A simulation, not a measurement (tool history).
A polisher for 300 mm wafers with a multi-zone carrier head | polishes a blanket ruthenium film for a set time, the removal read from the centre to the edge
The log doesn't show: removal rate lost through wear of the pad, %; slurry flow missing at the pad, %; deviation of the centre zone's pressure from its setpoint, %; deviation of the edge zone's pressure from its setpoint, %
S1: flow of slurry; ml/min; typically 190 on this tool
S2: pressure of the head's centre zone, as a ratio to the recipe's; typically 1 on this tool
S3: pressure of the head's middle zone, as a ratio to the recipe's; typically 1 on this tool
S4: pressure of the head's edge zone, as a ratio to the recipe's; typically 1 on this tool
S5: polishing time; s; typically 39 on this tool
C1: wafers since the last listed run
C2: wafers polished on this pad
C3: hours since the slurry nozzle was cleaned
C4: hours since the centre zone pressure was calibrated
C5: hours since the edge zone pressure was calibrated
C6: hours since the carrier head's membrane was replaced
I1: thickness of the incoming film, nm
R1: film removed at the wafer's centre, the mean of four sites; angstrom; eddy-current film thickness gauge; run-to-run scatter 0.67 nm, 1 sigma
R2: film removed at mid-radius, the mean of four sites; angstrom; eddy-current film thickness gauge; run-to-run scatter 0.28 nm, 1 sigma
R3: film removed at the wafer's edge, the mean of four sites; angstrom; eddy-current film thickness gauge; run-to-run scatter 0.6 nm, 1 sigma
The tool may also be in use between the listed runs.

Run 1, hour 0: usual settings; C1 0; C2 1021; C3 18.3; C4 79.2; C5 752.1; C6 350.2; I1 576.9. Result: R1 461 angstrom, R2 456 angstrom, R3 452 angstrom.
Run 2, hour 92.2: usual settings but S5 36 s; C1 1020; C2 2041; C3 110.5; C4 171.4; C5 844.3; C6 442.4; I1 579.9. Result: R1 426 angstrom, R2 413 angstrom, R3 408 angstrom.
Run 3, hour 189.9: usual settings but S5 36 s; C1 1081; C2 3123; C3 208.2; C4 269.1; C5 942; C6 540.1; I1 578.3. Result: R1 418 angstrom, R2 412 angstrom, R3 416 angstrom.
At hour 199.2: carrier head's membrane replaced by a new one.
At hour 225.6: worn pad replaced by a new one.
Run 4, hour 262.5: usual settings but S5 36 s; C1 704; C2 408; C3 280.8; C4 341.7; C5 1014.6; C6 63.3; I1 581.7. Result: R1 407 angstrom, R2 411 angstrom, R3 399 angstrom.
Run 5, hour 300.1: usual settings but S1 220 ml/min, S5 31 s; C1 416; C2 824; C3 318.4; C4 379.3; C5 1052.2; C6 100.9; I1 589. Result: R1 357 angstrom, R2 363 angstrom, R3 356 angstrom.
At hour 385.1: edge zone pressure recalibrated.
Run 6, hour 391.6: usual settings but S1 220 ml/min, S5 31 s; C1 990; C2 1815; C3 409.9; C4 470.8; C5 6.5; C6 192.4; I1 577. Result: R1 356 angstrom, R2 356 angstrom, R3 360 angstrom.
Run 7, hour 476.7: usual settings but S1 220 ml/min, S5 31 s; C1 942; C2 2757; C3 495; C4 555.9; C5 91.6; C6 277.5; I1 578.8. Result: R1 359 angstrom, R2 351 angstrom, R3 346 angstrom.
Run 8, hour 573.2: usual settings but S5 48 s; C1 1068; C2 3826; C3 591.5; C4 652.4; C5 188.1; C6 374; I1 578.5. Result: R1 525 angstrom, R2 519 angstrom, R3 529 angstrom.
At hour 618.6: worn pad replaced by a new one.
Run 9, hour 619.1: usual settings but S1 235 ml/min, S3 1.06, S4 1.12; C1 463; C2 5; C3 637.4; C4 698.3; C5 234; C6 419.9; I1 582.9. Result: R1 430 angstrom, R2 453 angstrom, R3 462 angstrom.
At hour 636.2: slurry nozzle cleaned.
Run 10, hour 680.7: usual settings but S2 0.88, S4 1.06, S5 49 s; C1 670; C2 676; C3 44.5; C4 759.9; C5 295.6; C6 481.5; I1 589.4. Result: R1 501 angstrom, R2 570 angstrom, R3 581 angstrom.
Run 11, hour 761.5: usual settings but S1 245 ml/min, S5 48 s; C1 894; C2 1570; C3 125.3; C4 840.7; C5 376.4; C6 562.3; I1 587.1. Result: R1 581 angstrom, R2 575 angstrom, R3 560 angstrom.
Run 12, hour 822.4: usual settings but S1 230 ml/min, S3 0.89, S4 0.92, S5 29 s; C1 674; C2 2244; C3 186.2; C4 901.6; C5 437.3; C6 623.2; I1 577.8. Result: R1 344 angstrom, R2 309 angstrom, R3 325 angstrom.
At hour 828: centre zone pressure recalibrated.
Run 13, hour 872.2: usual settings but S1 230 ml/min, S4 0.96; C1 529; C2 2774; C3 236; C4 44.2; C5 487.1; C6 673; I1 575.4. Result: R1 462 angstrom, R2 454 angstrom, R3 436 angstrom.
At hour 898.5: carrier head's membrane replaced by a new one.
Run 14, hour 948.2: usual settings; C1 786; C2 3560; C3 312; C4 120.2; C5 563.1; C6 49.7; I1 584.2. Result: R1 445 angstrom, R2 439 angstrom, R3 436 angstrom.
Run 15, hour 1000.1: usual settings; C1 574; C2 4134; C3 363.9; C4 172.1; C5 615; C6 101.6; I1 574.4. Result: R1 437 angstrom, R2 439 angstrom, R3 438 angstrom.
At hour 1007.7: worn pad replaced by a new one.
Run 16, hour 1072.3: usual settings but S4 0.89; C1 755; C2 714; C3 436.1; C4 244.3; C5 687.2; C6 173.8; I1 573.6. Result: R1 425 angstrom, R2 431 angstrom, R3 414 angstrom.
Run 17, hour 1139.7: usual settings; C1 746; C2 1460; C3 503.5; C4 311.7; C5 754.6; C6 241.2; I1 589.8. Result: R1 427 angstrom, R2 425 angstrom, R3 428 angstrom.
Run 18, hour 1235: usual settings but S1 220 ml/min, S3 1.03, S4 1.11, S5 49 s; C1 1055; C2 2516; C3 598.8; C4 407; C5 849.9; C6 336.5; I1 582.6. Result: R1 548 angstrom, R2 563 angstrom, R3 563 angstrom.
Run 19, hour 1281.8: usual settings; C1 518; C2 3034; C3 645.6; C4 453.8; C5 896.7; C6 383.3; I1 572.1. Result: R1 410 angstrom, R2 410 angstrom, R3 412 angstrom.
At hour 1320: worn pad replaced by a new one.
At hour 1344: slurry nozzle cleaned.
Run 20, hour 1384.8: usual settings but S2 0.93, S5 43 s; C1 1085; C2 706; C3 40.8; C4 556.8; C5 999.7; C6 486.3; I1 571. Result: R1 468 angstrom, R2 504 angstrom, R3 488 angstrom.
Run 21, hour 1452: usual settings but S1 145 ml/min, S2 1.11, S3 1.11, S4 1.1; C1 744; C2 1450; C3 108; C4 624; C5 1066.9; C6 553.5; I1 572.1. Result: R1 475 angstrom, R2 464 angstrom, R3 445 angstrom.

Consider 5 possible next runs. They are alternatives, not a sequence: every one starts from the tool as it was left by run 21. What does each give?
Run A, hour 1452.4: usual settings; C1 4; C2 1454; C3 108.4; C4 624.4; C5 1067.3; C6 553.9; I1 589.6. Result: R1 ?, R2 ?, R3 ?.
Run B, hour 1452.4: usual settings but S1 225 ml/min, S3 0.88, S4 0.91, S5 50 s; C1 4; C2 1454; C3 108.4; C4 624.4; C5 1067.3; C6 553.9; I1 589.6. Result: R1 ?, R2 ?, R3 ?.
Run C, hour 1452.4: usual settings but S1 155 ml/min, S2 1.03, S4 0.96, S5 49 s; C1 4; C2 1454; C3 108.4; C4 624.4; C5 1067.3; C6 553.9; I1 589.6. Result: R1 ?, R2 ?, R3 ?.
Run D, hour 1452.4: usual settings but S1 210 ml/min; C1 4; C2 1454; C3 108.4; C4 624.4; C5 1067.3; C6 553.9; I1 589.6. Result: R1 ?, R2 ?, R3 ?.
Run E, hour 1452.4: usual settings but S2 1.06, S5 43 s; C1 4; C2 1454; C3 108.4; C4 624.4; C5 1067.3; C6 553.9; I1 589.6. Result: R1 ?, R2 ?, R3 ?.

run   R1   R2   R3
  A  443  455  449
  B  586  540  563
  C  547  548  536
  D  452  463  454
  E  518  502  495
Take away the tool's hidden state, keep each run's random variation, and the runs would have read:
run   R1   R2   R3
  A  451  463  454
  B  595  547  568
  C  559  560  544
  D  459  470  459
  E  528  510  501
